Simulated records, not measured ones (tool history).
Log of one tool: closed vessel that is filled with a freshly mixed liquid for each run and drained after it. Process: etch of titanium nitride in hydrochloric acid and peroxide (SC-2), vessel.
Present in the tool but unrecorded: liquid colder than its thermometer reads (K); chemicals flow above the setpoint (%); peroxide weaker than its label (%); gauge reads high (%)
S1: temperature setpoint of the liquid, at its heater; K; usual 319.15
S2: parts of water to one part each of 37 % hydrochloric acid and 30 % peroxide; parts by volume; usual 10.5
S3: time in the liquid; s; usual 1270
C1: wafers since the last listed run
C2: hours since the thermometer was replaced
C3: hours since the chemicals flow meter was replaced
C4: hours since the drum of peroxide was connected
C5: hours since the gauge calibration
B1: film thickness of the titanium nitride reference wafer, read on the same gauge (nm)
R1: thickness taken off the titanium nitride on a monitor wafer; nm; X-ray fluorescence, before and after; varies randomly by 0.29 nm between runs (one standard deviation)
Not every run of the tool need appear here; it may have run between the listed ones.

run   hour      S1    S2    S3    C1      C2     C3      C4      C5     B1     R1
  1    0.0  321.15   7.0  1270     0   816.9  204.1   858.8  1697.9  89.99  53.37
  2   64.1  321.15   7.0  1270  2354   881.0  268.2   922.9  1762.0  89.98  52.82
  3  125.1  319.15  10.5  1755  2240   942.0  329.2   983.9  1823.0  89.99  45.69
  4  158.3  319.15  10.5  1755  1219   975.2  362.4  1017.1  1856.2  90.03  45.45
  5  221.9  319.15  10.5  1270  2336  1038.8  426.0  1080.7  1919.8  90.01  33.07
  6  285.4  319.15  10.5  1270  2332  1102.3  489.5  1144.2  1983.3  90.02  33.04
  7  340.2  319.15  10.5  1270  2013  1157.1  544.3  1199.0  2038.1  89.99  32.65
     355.6  -- new drum of peroxide connected
  8  369.0  319.15  10.5  1270  1021  1185.9  573.1    13.4  2066.9  90.05  32.84
  9  436.4  325.65  10.5  1270  2475  1253.3  640.5    80.8  2134.3  90.01  50.79
     499.0  -- chemicals flow meter replaced
 10  507.1  319.15  10.5  1270  2560  1324.0    8.1   151.5  2205.0  90.02  32.78
 11  563.9  319.15  10.5  1270  2086  1380.8   64.9   208.3  2261.8  89.96  33.04
 12  598.9  319.15  10.5  1270  1285  1415.8   99.9   243.3  2296.8  90.01  32.40
     632.1  -- gauge calibrated
     640.1  -- thermometer replaced
 13  669.9  326.15   8.0   720  2571    29.8  170.9   314.3    37.8  90.00  38.61
 14  784.3  328.65  10.5  1500  4202   144.2  285.3   428.7   152.2  89.99  74.79
 15  814.6  319.15  10.5  1270  1113   174.5  315.6   459.0   182.5  89.99  33.88
 16  884.5  314.15  10.5  1525  2567   244.4  385.5   528.9   252.4  89.99  29.03
 17  933.2  312.65  10.5  1270  1788   293.1  434.2   577.6   301.1  90.04  21.73
 18  974.9  311.65  15.0  2005  1531   334.8  475.9   619.3   342.8  90.01  23.16

Run 19 has not been measured yet. What should we expect?
 19  1008.7  319.15  10.5  675  1241  368.6  509.7  653.1  376.6   ?   ?

B1: 89.98
R1: 17.82 nm
Were there no unlogged condition in the tool, this run, its random variation unchanged, would have produced R1 18.02 nm.

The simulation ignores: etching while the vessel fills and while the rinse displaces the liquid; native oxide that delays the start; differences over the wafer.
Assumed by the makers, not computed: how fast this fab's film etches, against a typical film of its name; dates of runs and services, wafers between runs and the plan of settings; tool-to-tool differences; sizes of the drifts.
